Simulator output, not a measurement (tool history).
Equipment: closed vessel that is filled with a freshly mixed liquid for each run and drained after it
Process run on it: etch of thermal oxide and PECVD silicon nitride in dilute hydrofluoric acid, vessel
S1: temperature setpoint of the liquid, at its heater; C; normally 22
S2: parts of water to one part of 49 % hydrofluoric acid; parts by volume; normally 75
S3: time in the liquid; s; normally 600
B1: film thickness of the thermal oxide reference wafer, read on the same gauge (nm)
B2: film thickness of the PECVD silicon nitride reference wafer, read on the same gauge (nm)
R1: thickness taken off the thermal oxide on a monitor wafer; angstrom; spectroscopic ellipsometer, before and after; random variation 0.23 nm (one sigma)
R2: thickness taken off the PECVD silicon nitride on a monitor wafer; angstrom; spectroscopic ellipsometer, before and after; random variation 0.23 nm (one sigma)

| run | hour | S1 | S2 | S3 | B1 | B2 | R1 | R2 |
|---|---|---|---|---|---|---|---|---|
| 1 | 0 | 22 | 75 | 600 | 49.98 | 80 | 372.9 | 316.3 |
| 2 | 14.2 | 22 | 75 | 600 | 49.98 | 80.02 | 378.7 | 317.4 |
| 3 | 37.8 | 22 | 75 | 600 | 50.02 | 80.01 | 375.4 | 318.8 |
| 4 | 63.7 | 22 | 75 | 600 | 49.98 | 80 | 371.6 | 320 |
| 5 | 77.7 | 22 | 75 | 600 | 49.96 | 80 | 375.4 | 317.7 |
| 6 | 101.9 | 22 | 75 | 315 | 49.99 | 79.99 | 198.1 | 166.6 |
| 7 | 117.8 | 22 | 75 | 315 | 50.02 | 80 | 195.2 | 165.9 |
| 8 | 130.5 | 22 | 75 | 315 | 49.97 | 80.01 | 197.1 | 167.8 |
| 9 | 145.6 | 22 | 75 | 600 | 49.97 | 79.99 | 377.3 | 316.1 |
| 10 | 158.8 | 22 | 75 | 600 | 49.98 | 80.01 | 376.8 | 320.8 |
| 11 | 174.9 | 22 | 75 | 600 | 50.02 | 80 | 376.9 | 322.6 |
| 12 | 207.5 | 22 | 50 | 600 | 49.98 | 79.98 | 585.4 | 478.4 |
| 13 | 233 | 27 | 75 | 695 | 50.01 | 80 | 527.9 | 516.9 |
| 14 | 247.9 | 22 | 75 | 600 | 50.06 | 80.01 | 376.5 | 321.3 |
|  | 264.9 | hydrofluoric acid flow meter replaced |
| 15 | 279.7 | 25.5 | 75 | 340 | 49.97 | 79.99 | 267.5 | 246.4 |
|  | 329.8 | gauge calibrated |
| 16 | 341.7 | 22 | 55 | 810 | 49.97 | 79.99 | 764.3 | 624.9 |
| 17 | 373.7 | 22 | 75 | 600 | 49.98 | 79.99 | 406.2 | 346.8 |
| 18 | 404.4 | 20 | 60 | 785 | 49.96 | 80 | 627 | 497.3 |
| 19 | 424.7 | 22 | 60 | 600 | 49.96 | 80.01 | 514.6 | 426.6 |
| 20 | 500.7 | 22 | 75 | 600 | 50 | 80 | 412.2 | 345.9 |
|  | 515.4 | thermometer replaced |
| 21 | 522 | 26.5 | 40 | 300 | 49.99 | 79.99 | 433.2 | 368.2 |
| 22 | 543.9 | 27 | 75 | 695 | 50.04 | 80 | 525.7 | 470.7 |
| 23 | 575.7 | 22 | 75 | 245 | 49.95 | 80.01 | 152.6 | 121.7 |
| 24 | 602.7 | 25.5 | 75 | 500 | 49.94 | 79.99 | 354.2 | 308.2 |
| 25 | 616.5 | 22 | 75 | 895 | 49.97 | 80.01 | 549.8 | 445.2 |
| 26 | 641.8 | 20 | 40 | 300 | 49.99 | 80.01 | 330.9 | 242.3 |
| 27 | 667.4 | 17 | 45 | 600 | 49.99 | 80.01 | 512.5 | 345.8 |

For each run, what was the tool's unlogged condition?
gauge reads high (%): 0 on each run
H1: liquid hotter than its thermometer reads (K)
H2: hydrofluoric acid flow below the setpoint (%)
| run | H1 | H2 |
|---|---|---|
| 1 | 2.08 | 6.67 |
| 2 | 2.1 | 6.72 |
| 3 | 2.12 | 6.79 |
| 4 | 2.15 | 6.87 |
| 5 | 2.17 | 6.92 |
| 6 | 2.19 | 6.99 |
| 7 | 2.21 | 7.04 |
| 8 | 2.22 | 7.08 |
| 9 | 2.24 | 7.13 |
| 10 | 2.25 | 7.17 |
| 11 | 2.27 | 7.22 |
| 12 | 2.31 | 7.32 |
| 13 | 2.33 | 7.4 |
| 14 | 2.35 | 7.45 |
| 15 | 2.39 | 1 |
| 16 | 2.45 | 1.19 |
| 17 | 2.49 | 1.29 |
| 18 | 2.52 | 1.39 |
| 19 | 2.54 | 1.45 |
| 20 | 2.63 | 1.69 |
| 21 | 0.185 | 1.76 |
| 22 | 0.209 | 1.83 |
| 23 | 0.244 | 1.93 |
| 24 | 0.273 | 2.01 |
| 25 | 0.288 | 2.06 |
| 26 | 0.316 | 2.14 |
| 27 | 0.344 | 2.22 |
